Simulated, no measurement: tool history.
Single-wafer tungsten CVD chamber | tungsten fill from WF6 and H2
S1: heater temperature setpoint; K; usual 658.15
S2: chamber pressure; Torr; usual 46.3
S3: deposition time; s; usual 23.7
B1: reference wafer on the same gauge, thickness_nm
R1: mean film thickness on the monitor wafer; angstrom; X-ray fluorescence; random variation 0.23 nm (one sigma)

run     day      S1    S2    S3      B1      R1
  1       0  658.15  46.3  23.7  81.199  588.59
  2   1.467  658.15  46.3  23.7  81.162  584.32
  3   2.492  658.15  46.3  23.7  81.228  581.88
  4     3.6  658.15  46.3  23.7  81.146  581.47
  5   4.275  658.15  46.3  23.7  81.229  575.02
      5.533  -- capacitance manometer re-zeroed and calibrated
  6   5.554  658.15  40.9  25.4  81.182  597.88
  7   6.379  650.15  46.3  23.7  81.208  507.74
      6.508  -- gauge calibrated
      6.975  -- thermocouple changed; heater temperature recalibrated
  8   7.292  658.15  40.9  25.4  81.261  699.87
      8.308  -- showerhead replaced
  9   8.342  658.15  46.3  23.7  81.293   718.8
 10   8.988  658.15  54.6  23.7  81.222   814.9
 11   9.558  658.15  46.3  26.1  81.238  790.52
 12  10.529  658.15  46.3  25.4  81.133  771.49
 13  11.433  645.15  46.3  23.7  81.192  526.95
 14  12.204  666.15  46.3  20.8  81.144  749.97
 15    13.6  658.15  53.8  21.7  81.146  728.57

Forecast each of these 3 alternatives for the next run:
  A  13.617  658.15  46.3  23.7   ?   ?
  B  13.617  650.15  46.3  19.6   ?   ?
  C  13.617  658.15  56.2  23.7   ?   ?

run      B1      R1
  A  81.103  712.99
  B  81.103  489.73
  C  81.103  819.41
Without the tool's hidden state the same runs would have given:
run      R1
  A  719.48
  B  494.33
  C   826.8
